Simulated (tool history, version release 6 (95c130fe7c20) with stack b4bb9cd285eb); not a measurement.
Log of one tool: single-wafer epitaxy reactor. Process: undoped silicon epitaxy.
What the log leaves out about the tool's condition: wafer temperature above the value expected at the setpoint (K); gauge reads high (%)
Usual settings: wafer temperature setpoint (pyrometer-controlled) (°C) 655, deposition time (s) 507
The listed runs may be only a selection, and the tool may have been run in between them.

run	hour	wafer temperature setpoint (pyrometer-controlled) (°C)	deposition time (s)	wafers since the last listed run	hours since the last pyrometer calibration	hours since the gauge calibration	read-back reference wafer on the same gauge, thickness_nm	mean film thickness on the monitor wafer (angstrom)
1	0	655	507	0	613.7	1125.2	79.203	944.99
2	72.6	655	507	263	686.3	1197.8	79.217	942.88
3	122	655	507	179	735.7	1247.2	79.142	949.28
4	194.5	655	507	262	808.2	1319.7	79.153	946.04
5	257.4	655	507	228	871.1	1382.6	79.269	946.57
6	436.3	652	552	648	1050	1561.5	79.199	968.42
# hour 546: pyrometer calibrated
7	634.8	652	552	690	88.8	1760	79.218	958.22
8	679.3	652	552	161	133.3	1804.5	79.16	954.12
9	749.2	647	459	253	203.2	1874.4	79.248	708.48
10	818.4	647	459	250	272.4	1943.6	79.125	713.18
11	887.4	650	507	250	341.4	2012.6	79.254	842.57
12	948.8	650	507	222	402.8	2074	79.183	847.43
13	1015.4	655	507	241	469.4	2140.6	79.213	942.4
14	1130.1	655	507	415	584.1	2255.3	79.221	942.92
15	1170.7	655	507	147	624.7	2295.9	79.201	945.12
16	1210.8	646	466	145	664.8	2336	79.195	713.51
# hour 1272.2: gauge calibrated
17	1279	667	434	247	733	6.8	79.2	1053.13
18	1344.6	667	542	237	798.6	72.4	79.204	1319.71
19	1381.9	655	569	135	835.9	109.7	79.247	1062.5
# hour 1453.3: pyrometer calibrated
20	1461.7	666	596	260	8.4	189.5	79.158	1399.44
21	1561.4	667	507	361	108.1	289.2	79.207	1218.89
22	1600.9	668	507	143	147.6	328.7	79.194	1248.49
23	1670.8	667	426	253	217.5	398.6	79.234	1024.1
24	1769.2	664	454	356	315.9	497	79.21	1023.55
25	1821.3	655	507	188	368	549.1	79.164	941.88
26	1908	662	453	314	454.7	635.8	79.155	983.23
27	1955.2	655	507	171	501.9	683	79.19	943.07
28	2043.1	648	450	318	589.8	770.9	79.162	717.33

Consider 5 possible next runs. They are alternatives, not a sequence: every one starts from the tool as it was left by run 28. What does each give?
A	2043.6	655	455	1	590.3	771.4	?	?
B	2043.6	666	412	1	590.3	771.4	?	?
C	2043.6	645	543	1	590.3	771.4	?	?
D	2043.6	647	410	1	590.3	771.4	?	?
E	2043.6	666	548	1	590.3	771.4	?	?

run	read-back reference wafer on the same gauge, thickness_nm	mean film thickness on the monitor wafer (angstrom)
A	79.192	847.19
B	79.192	974.92
C	79.192	808.94
D	79.192	638.92
E	79.192	1296.74
What these runs would have given with no unlogged condition in the tool:
run	mean film thickness on the monitor wafer (angstrom)
A	841.85
B	968.91
C	803.72
D	634.81
E	1288.75

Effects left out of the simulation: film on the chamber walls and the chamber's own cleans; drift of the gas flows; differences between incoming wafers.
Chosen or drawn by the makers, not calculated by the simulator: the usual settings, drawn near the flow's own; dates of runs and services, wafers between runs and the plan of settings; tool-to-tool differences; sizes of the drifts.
